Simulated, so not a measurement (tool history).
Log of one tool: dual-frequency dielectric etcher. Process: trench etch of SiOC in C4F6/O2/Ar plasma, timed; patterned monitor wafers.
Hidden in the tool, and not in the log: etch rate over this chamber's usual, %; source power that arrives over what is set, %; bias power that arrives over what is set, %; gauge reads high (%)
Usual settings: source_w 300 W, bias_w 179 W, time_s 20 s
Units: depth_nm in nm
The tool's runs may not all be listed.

run	hour	source_w	bias_w	time_s	wafers since the last listed run	hours since the last wet clean	hours since the last source power generator calibration	hours since the last bias power generator calibration	hours since the last upper electrode change	hours since the gauge calibration	read-back reference wafer on the same gauge, depth_nm	depth_nm
1	0	300	179	22	0	241.9	2945.6	1816.8	4363.7	896.6	28.2	38.45
2	106	300	179	22	1540	347.9	3051.6	1922.8	4469.7	1002.6	28.19	38.67
3	165.5	300	179	22	864	407.4	3111.1	1982.3	4529.2	1062.1	28.2	38.77
# hour 208.2: wet clean of the chamber
4	216.3	300	179	21.5	389	8.1	3161.9	2033.1	4580	1112.9	28.2	36.95
5	310.7	300	179	20	1371	102.5	3256.3	2127.5	4674.4	1207.3	28.19	34.61
6	347.7	300	179	20	537	139.5	3293.3	2164.5	4711.4	1244.3	28.2	34.7
7	404.7	300	179	20	828	196.5	3350.3	2221.5	4768.4	1301.3	28.2	34.79
8	443.6	300	179	20	565	235.4	3389.2	2260.4	4807.3	1340.2	28.2	34.86
9	524.4	300	179	20	1174	316.2	3470	2341.2	4888.1	1421	28.2	34.98
# hour 591.5: upper electrode replaced
# hour 609.8: wet clean of the chamber
10	628.6	300	151	20	899	18.8	3574.2	2445.4	37.1	1525.2	28.2	33.07
# hour 712.2: bias power generator calibrated
11	723.2	300	151	20	1316	113.4	3668.8	11	131.7	1619.8	28.2	33.36
# hour 738.1: source power generator calibrated
12	820.6	300	151	20	1357	210.8	82.5	108.4	229.1	1717.2	28.19	33.67
13	867.8	300	207	16.5	685	258	129.7	155.6	276.3	1764.4	28.2	32.06
14	946.9	300	179	20	1149	337.1	208.8	234.7	355.4	1843.5	28.19	36.77
# hour 1007.3: wet clean of the chamber, repeated, since the last time left the tool worse
15	1007.8	300	179	20	536	0.5	269.7	295.6	416.3	1904.4	28.2	34.25
16	1158.6	300	179	22	2191	151.3	420.5	446.4	567.1	2055.2	28.19	38.33
# hour 1201.3: gauge calibrated
17	1238.8	360	179	20	1165	231.5	500.7	526.6	647.3	37.5	28.19	37.1
18	1327.6	300	144	21.5	1290	320.3	589.5	615.4	736.1	126.3	28.2	34.2
# hour 1380.6: wet clean of the chamber
19	1425.2	300	209	22	1069	44.6	687.1	713	833.7	223.9	28.22	40.65
20	1503.7	300	179	20	1140	123.1	765.6	791.5	912.2	302.4	28.2	34.7
21	1558.7	360	158	25	799	178.1	820.6	846.5	967.2	357.4	28.22	43.59
22	1689.7	300	140	20	1903	309.1	951.6	977.5	1098.2	488.4	28.2	31.45
# hour 1746.2: wet clean of the chamber
23	1746.6	300	179	15.5	478	0.4	1008.5	1034.4	1155.1	545.3	28.2	26.65
24	1826.4	300	179	20	1159	80.2	1088.3	1114.2	1234.9	625.1	28.21	34.45
25	1863.3	300	196	20	536	117.1	1125.2	1151.1	1271.8	662	28.18	35.96

Forecast each of these 4 alternatives for the next run:
A	1863.7	300	179	20	5	117.5	1125.6	1151.5	1272.2	662.4	?	?
B	1863.7	300	179	16.5	5	117.5	1125.6	1151.5	1272.2	662.4	?	?
C	1863.7	340	179	26	5	117.5	1125.6	1151.5	1272.2	662.4	?	?
D	1863.7	350	179	18	5	117.5	1125.6	1151.5	1272.2	662.4	?	?

run	read-back reference wafer on the same gauge, depth_nm	depth_nm
A	28.19	34.71
B	28.19	28.63
C	28.19	46.93
D	28.19	32.79
Without the tool's hidden state the same runs would have given:
run	depth_nm
A	34.52
B	28.48
C	46.67
D	32.61

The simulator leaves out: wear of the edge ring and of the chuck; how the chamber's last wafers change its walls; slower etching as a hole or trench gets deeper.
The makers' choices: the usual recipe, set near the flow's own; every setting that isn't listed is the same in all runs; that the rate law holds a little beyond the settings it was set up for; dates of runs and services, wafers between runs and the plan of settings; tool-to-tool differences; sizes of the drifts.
